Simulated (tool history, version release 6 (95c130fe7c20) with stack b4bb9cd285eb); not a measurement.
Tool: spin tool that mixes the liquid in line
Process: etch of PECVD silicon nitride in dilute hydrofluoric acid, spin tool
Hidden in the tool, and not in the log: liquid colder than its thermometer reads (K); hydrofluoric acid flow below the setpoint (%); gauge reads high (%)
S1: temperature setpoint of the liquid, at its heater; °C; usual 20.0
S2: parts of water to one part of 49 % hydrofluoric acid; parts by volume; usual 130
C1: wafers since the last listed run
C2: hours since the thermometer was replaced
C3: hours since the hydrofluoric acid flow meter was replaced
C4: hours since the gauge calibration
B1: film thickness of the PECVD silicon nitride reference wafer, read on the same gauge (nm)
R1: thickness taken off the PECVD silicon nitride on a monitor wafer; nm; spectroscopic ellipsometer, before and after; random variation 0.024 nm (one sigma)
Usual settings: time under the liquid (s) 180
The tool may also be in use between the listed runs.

Run 1, day 0.000: usual settings but S1 18.0 °C; C1 0; C2 1915.5; C3 689.3; C4 86.2; B1 129.993. Result: R1 2.750 nm.
Run 2, day 0.371: usual settings; C1 70; C2 1924.4; C3 698.2; C4 95.1; B1 130.034. Result: R1 3.178 nm.
Run 3, day 0.996: usual settings; C1 119; C2 1939.4; C3 713.2; C4 110.1; B1 129.996. Result: R1 3.157 nm.
Run 4, day 1.600: usual settings; C1 115; C2 1953.9; C3 727.7; C4 124.6; B1 129.994. Result: R1 3.124 nm.
Run 5, day 1.992: usual settings but S1 17.0 °C; C1 74; C2 1963.3; C3 737.1; C4 134.0; B1 129.999. Result: R1 2.537 nm.
Run 6, day 2.571: usual settings but S1 17.0 °C; C1 110; C2 1977.2; C3 751.0; C4 147.9; B1 129.971. Result: R1 2.525 nm.
Run 7, day 3.279: usual settings but S1 23.0 °C; C1 135; C2 1994.2; C3 768.0; C4 164.9; B1 129.968. Result: R1 3.797 nm.
Run 8, day 3.967: usual settings but S1 23.0 °C; C1 131; C2 2010.7; C3 784.5; C4 181.4; B1 130.024. Result: R1 3.771 nm.
Run 9, day 4.404: usual settings but S2 80 parts by volume; C1 83; C2 2021.2; C3 795.0; C4 191.9; B1 129.968. Result: R1 4.946 nm.
Run 10, day 5.104: usual settings but S2 80 parts by volume; C1 133; C2 2038.0; C3 811.8; C4 208.7; B1 129.990. Result: R1 4.927 nm.
Run 11, day 5.621: usual settings; C1 98; C2 2050.4; C3 824.2; C4 221.1; B1 130.007. Result: R1 3.071 nm.
Run 12, day 5.979: usual settings but S2 100 parts by volume; C1 68; C2 2059.0; C3 832.8; C4 229.7; B1 130.007. Result: R1 3.984 nm.
Run 13, day 6.688: usual settings but S2 105 parts by volume, time under the liquid (s) 95; C1 135; C2 2076.0; C3 849.8; C4 246.7; B1 129.998. Result: R1 1.995 nm.
Run 14, day 7.150: usual settings but S1 17.0 °C, S2 165 parts by volume, time under the liquid (s) 245; C1 88; C2 2087.1; C3 860.9; C4 257.8; B1 130.001. Result: R1 2.689 nm.
Run 15, day 7.821: usual settings; C1 127; C2 2103.2; C3 877.0; C4 273.9; B1 130.010. Result: R1 3.070 nm.
Run 16, day 8.333: usual settings; C1 97; C2 2115.5; C3 889.3; C4 286.2; B1 129.984. Result: R1 3.064 nm.
At day 9.175: thermometer replaced.
At day 10.246: gauge calibrated.
Run 17, day 10.454: usual settings but S2 100 parts by volume, time under the liquid (s) 85; C1 396; C2 30.7; C3 940.2; C4 5.0; B1 129.997. Result: R1 1.847 nm.
Run 18, day 11.042: usual settings but S2 170 parts by volume; C1 111; C2 44.8; C3 954.3; C4 19.1; B1 129.983. Result: R1 2.312 nm.
Run 19, day 11.638: usual settings but S1 17.0 °C, S2 70 parts by volume, time under the liquid (s) 70; C1 113; C2 59.1; C3 968.6; C4 33.4; B1 129.954. Result: R1 1.712 nm.
Run 20, day 11.925: usual settings but S1 23.5 °C; C1 54; C2 66.0; C3 975.5; C4 40.3; B1 129.993. Result: R1 3.781 nm.
At day 12.167: hydrofluoric acid flow meter replaced.
Run 21, day 12.450: usual settings but S1 22.5 °C, S2 65 parts by volume; C1 92; C2 78.6; C3 6.8; C4 52.9; B1 130.004. Result: R1 8.083 nm.
Run 22, day 13.004: usual settings; C1 105; C2 91.9; C3 20.1; C4 66.2; B1 130.016. Result: R1 3.470 nm.
Run 23, day 13.254: usual settings; C1 47; C2 97.9; C3 26.1; C4 72.2; B1 130.038. Result: R1 3.523 nm.
Run 24, day 13.996: usual settings; C1 141; C2 115.7; C3 43.9; C4 90.0; B1 130.046. Result: R1 3.454 nm.
Run 25, day 14.346: usual settings but time under the liquid (s) 100; C1 66; C2 124.1; C3 52.3; C4 98.4; B1 130.013. Result: R1 1.945 nm.
Run 26, day 14.800: usual settings but S1 18.5 °C, S2 175 parts by volume; C1 86; C2 135.0; C3 63.2; C4 109.3; B1 130.033. Result: R1 2.350 nm.
Run 27, day 15.504: usual settings but S1 24.5 °C, S2 70 parts by volume, time under the liquid (s) 220; C1 134; C2 151.9; C3 80.1; C4 126.2; B1 130.013. Result: R1 10.552 nm.
Run 28, day 16.150: usual settings but time under the liquid (s) 220; C1 123; C2 167.4; C3 95.6; C4 141.7; B1 130.000. Result: R1 4.229 nm.
Run 29, day 16.733: usual settings but S1 22.5 °C, S2 100 parts by volume, time under the liquid (s) 245; C1 111; C2 181.4; C3 109.6; C4 155.7; B1 130.058. Result: R1 7.157 nm.
Run 30, day 17.454: usual settings but S2 110 parts by volume; C1 137; C2 198.7; C3 126.9; C4 173.0; B1 129.985. Result: R1 4.101 nm.
Run 31, day 17.900: usual settings but S2 165 parts by volume; C1 84; C2 209.4; C3 137.6; C4 183.7; B1 129.999. Result: R1 2.733 nm.
Run 32, day 18.292: usual settings; C1 74; C2 218.8; C3 147.0; C4 193.1; B1 129.994. Result: R1 3.379 nm.
Run 33, day 18.558: usual settings but S2 85 parts by volume; C1 50; C2 225.2; C3 153.4; C4 199.5; B1 130.000. Result: R1 5.159 nm.

3 ways to go on from here, each from the tool as it stands after run 33. What would each give?
Run A, day 18.579: usual settings but S1 24.0 °C; C1 3; C2 225.7; C3 153.9; C4 200.0; B1 ?. Result: R1 ?.
Run B, day 18.579: usual settings but S1 22.0 °C; C1 3; C2 225.7; C3 153.9; C4 200.0; B1 ?. Result: R1 ?.
Run C, day 18.579: usual settings but S1 22.0 °C, time under the liquid (s) 130; C1 3; C2 225.7; C3 153.9; C4 200.0; B1 ?. Result: R1 ?.

run       B1     R1
  A  130.002  4.484
  B  130.002  3.934
  C  130.002  2.841
Without the tool's hidden state the same runs would have given:
run     R1
  A  4.658
  B  4.085
  C  2.951
